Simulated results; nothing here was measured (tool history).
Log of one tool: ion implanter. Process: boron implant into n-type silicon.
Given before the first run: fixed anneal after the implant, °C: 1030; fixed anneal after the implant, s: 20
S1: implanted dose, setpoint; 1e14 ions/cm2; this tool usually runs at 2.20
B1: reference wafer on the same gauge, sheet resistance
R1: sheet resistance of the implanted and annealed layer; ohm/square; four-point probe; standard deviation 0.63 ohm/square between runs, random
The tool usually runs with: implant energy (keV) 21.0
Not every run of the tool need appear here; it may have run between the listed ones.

Run 1, day 0.000: usual settings; B1 404.97. Result: R1 440.20 ohm/square.
Run 2, day 0.604: usual settings; B1 404.95. Result: R1 440.41 ohm/square.
Run 3, day 1.200: usual settings but implant energy (keV) 24.0; B1 405.02. Result: R1 435.07 ohm/square.
Run 4, day 1.567: usual settings; B1 404.93. Result: R1 440.69 ohm/square.
Run 5, day 2.171: usual settings; B1 405.13. Result: R1 441.20 ohm/square.
Run 6, day 3.621: usual settings; B1 404.90. Result: R1 442.35 ohm/square.
Run 7, day 4.017: usual settings; B1 404.98. Result: R1 441.22 ohm/square.
At day 5.150: Faraday cup replaced and dose calibrated.
Run 8, day 5.204: usual settings but S1 2.34 1e14 ions/cm2, implant energy (keV) 16.0; B1 404.98. Result: R1 410.83 ohm/square.
Run 9, day 5.946: usual settings but S1 2.34 1e14 ions/cm2, implant energy (keV) 16.0; B1 404.99. Result: R1 411.48 ohm/square.
Run 10, day 6.233: usual settings but implant energy (keV) 23.0; B1 405.11. Result: R1 414.32 ohm/square.
Run 11, day 6.683: usual settings but S1 2.04 1e14 ions/cm2, implant energy (keV) 18.5; B1 404.94. Result: R1 452.83 ohm/square.
Run 12, day 6.975: usual settings; B1 404.91. Result: R1 419.68 ohm/square.
Run 13, day 7.250: usual settings but S1 2.56 1e14 ions/cm2, implant energy (keV) 16.5; B1 404.91. Result: R1 380.89 ohm/square.
Run 14, day 8.212: usual settings but S1 1.88 1e14 ions/cm2, implant energy (keV) 15.5; B1 405.01. Result: R1 495.33 ohm/square.
Run 15, day 8.654: usual settings; B1 405.08. Result: R1 421.21 ohm/square.
At day 8.888: gauge calibrated.
Run 16, day 9.392: usual settings but S1 1.94 1e14 ions/cm2, implant energy (keV) 19.0; B1 405.05. Result: R1 472.45 ohm/square.
At day 9.938: extraction supply calibrated.
Run 17, day 9.971: usual settings; B1 404.98. Result: R1 421.44 ohm/square.
Run 18, day 10.396: usual settings; B1 405.02. Result: R1 420.96 ohm/square.
Run 19, day 10.858: usual settings; B1 405.13. Result: R1 421.69 ohm/square.
Run 20, day 11.358: usual settings but S1 1.56 1e14 ions/cm2, implant energy (keV) 18.5; B1 404.91. Result: R1 568.51 ohm/square.
Run 21, day 11.842: usual settings but S1 2.48 1e14 ions/cm2, implant energy (keV) 25.5; B1 404.89. Result: R1 374.77 ohm/square.
Run 22, day 12.092: usual settings but S1 1.77 1e14 ions/cm2, implant energy (keV) 23.5; B1 404.93. Result: R1 497.20 ohm/square.
Run 23, day 12.438: usual settings but S1 2.80 1e14 ions/cm2; B1 405.10. Result: R1 347.63 ohm/square.
Run 24, day 13.121: usual settings but S1 1.54 1e14 ions/cm2, implant energy (keV) 24.0; B1 405.04. Result: R1 551.22 ohm/square.

For some of the steps in R1 from one run to the next: how much would appear even if the tool had no hidden state, given the settings, what came in and random variation, and how much remains for the hidden state plus any gauge scatter that the measured result and the result without hidden state don't share?
The tool's hidden condition here consists of: deviation of the true dose from the Faraday cup's reading, %; deviation of the true energy from its setpoint, %; gauge reads high (%).
Run 7 -> 8: S1 2.20 -> 2.34, implant energy (keV) 21.0 -> 16.0, Faraday cup replaced and dose calibrated. R1 -30.39 ohm/square: hidden state -22.46, all else -7.93.
Run 20 -> 21: S1 1.56 -> 2.48, implant energy (keV) 18.5 -> 25.5. R1 -193.74 ohm/square: hidden state -1.03, all else -192.71.
Run 23 -> 24: S1 2.80 -> 1.54, implant energy (keV) 21.0 -> 24.0. R1 +203.59 ohm/square: hidden state +1.76, all else +201.83.
